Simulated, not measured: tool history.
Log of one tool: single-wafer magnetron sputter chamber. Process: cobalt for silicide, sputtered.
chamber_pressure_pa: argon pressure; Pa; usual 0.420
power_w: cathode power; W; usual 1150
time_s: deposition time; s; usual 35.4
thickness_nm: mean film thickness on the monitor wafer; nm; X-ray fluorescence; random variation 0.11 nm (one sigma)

| run | hour | chamber_pressure_pa | power_w | time_s | read-back reference wafer on the same gauge, thickness_nm | thickness_nm |
|---|---|---|---|---|---|---|
| 1 | 0.0 | 0.420 | 1150 | 32.4 | 20.897 | 18.067 |
|  | 21.9 | sputter target and shields replaced |
| 2 | 44.1 | 0.420 | 1150 | 32.4 | 20.902 | 18.989 |
| 3 | 144.5 | 0.420 | 1150 | 32.4 | 20.944 | 18.629 |
| 4 | 213.1 | 0.420 | 1150 | 35.4 | 20.891 | 20.040 |
| 5 | 284.8 | 0.420 | 1150 | 35.4 | 20.875 | 19.931 |
| 6 | 391.4 | 0.420 | 1150 | 35.4 | 20.969 | 19.960 |
| 7 | 478.1 | 0.420 | 950 | 38.1 | 20.867 | 17.735 |
|  | 506.3 | capacitance manometer re-zeroed and calibrated |
| 8 | 527.6 | 0.420 | 950 | 38.1 | 20.893 | 17.198 |
|  | 585.5 | sputter target and shields replaced |
| 9 | 623.8 | 0.420 | 1150 | 35.4 | 20.906 | 20.327 |
| 10 | 678.4 | 0.420 | 1150 | 35.4 | 20.894 | 20.004 |
| 11 | 740.0 | 0.420 | 1150 | 35.4 | 20.883 | 19.842 |
| 12 | 846.8 | 0.420 | 1150 | 35.4 | 20.920 | 19.706 |
|  | 854.3 | gauge calibrated |
| 13 | 907.2 | 0.420 | 1150 | 35.4 | 20.920 | 19.668 |
| 14 | 1003.2 | 0.420 | 1150 | 35.4 | 20.879 | 19.710 |
| 15 | 1047.2 | 0.420 | 1150 | 35.4 | 20.948 | 19.722 |
| 16 | 1103.7 | 0.420 | 1150 | 35.4 | 20.920 | 19.489 |
| 17 | 1170.3 | 0.420 | 850 | 29.4 | 20.904 | 11.990 |
|  | 1208.8 | sputter target and shields replaced |
| 18 | 1252.0 | 0.494 | 1150 | 33.6 | 20.914 | 18.738 |
| 19 | 1306.6 | 0.420 | 1150 | 35.4 | 20.850 | 20.119 |
| 20 | 1413.6 | 0.420 | 1150 | 35.4 | 20.896 | 19.895 |
| 21 | 1485.8 | 0.420 | 1150 | 35.4 | 20.944 | 20.034 |
|  | 1546.4 | capacitance manometer re-zeroed and calibrated |
| 22 | 1546.9 | 0.282 | 1300 | 42.4 | 20.943 | 27.996 |
| 23 | 1582.1 | 0.420 | 1150 | 30.4 | 20.967 | 16.629 |
|  | 1639.8 | magnet pack replaced |
| 24 | 1667.9 | 0.420 | 1150 | 35.4 | 20.922 | 19.517 |
| 25 | 1714.1 | 0.420 | 1150 | 30.3 | 20.910 | 16.595 |
| 26 | 1785.8 | 0.270 | 1150 | 35.4 | 20.968 | 20.512 |
|  | 1829.3 | sputter target and shields replaced |
| 27 | 1866.5 | 0.312 | 900 | 35.4 | 20.930 | 16.746 |
| 28 | 1918.1 | 0.485 | 1250 | 35.4 | 20.857 | 21.383 |

Run 29 comes next. What will it give?
| 29 | 1971.4 | 0.485 | 1150 | 33.6 | ? | ? |

Run 29 gave read-back reference wafer on the same gauge, thickness_nm 20.886, thickness_nm 18.480 nm.
Without the tool's hidden state the same run would have given thickness_nm 19.104 nm.
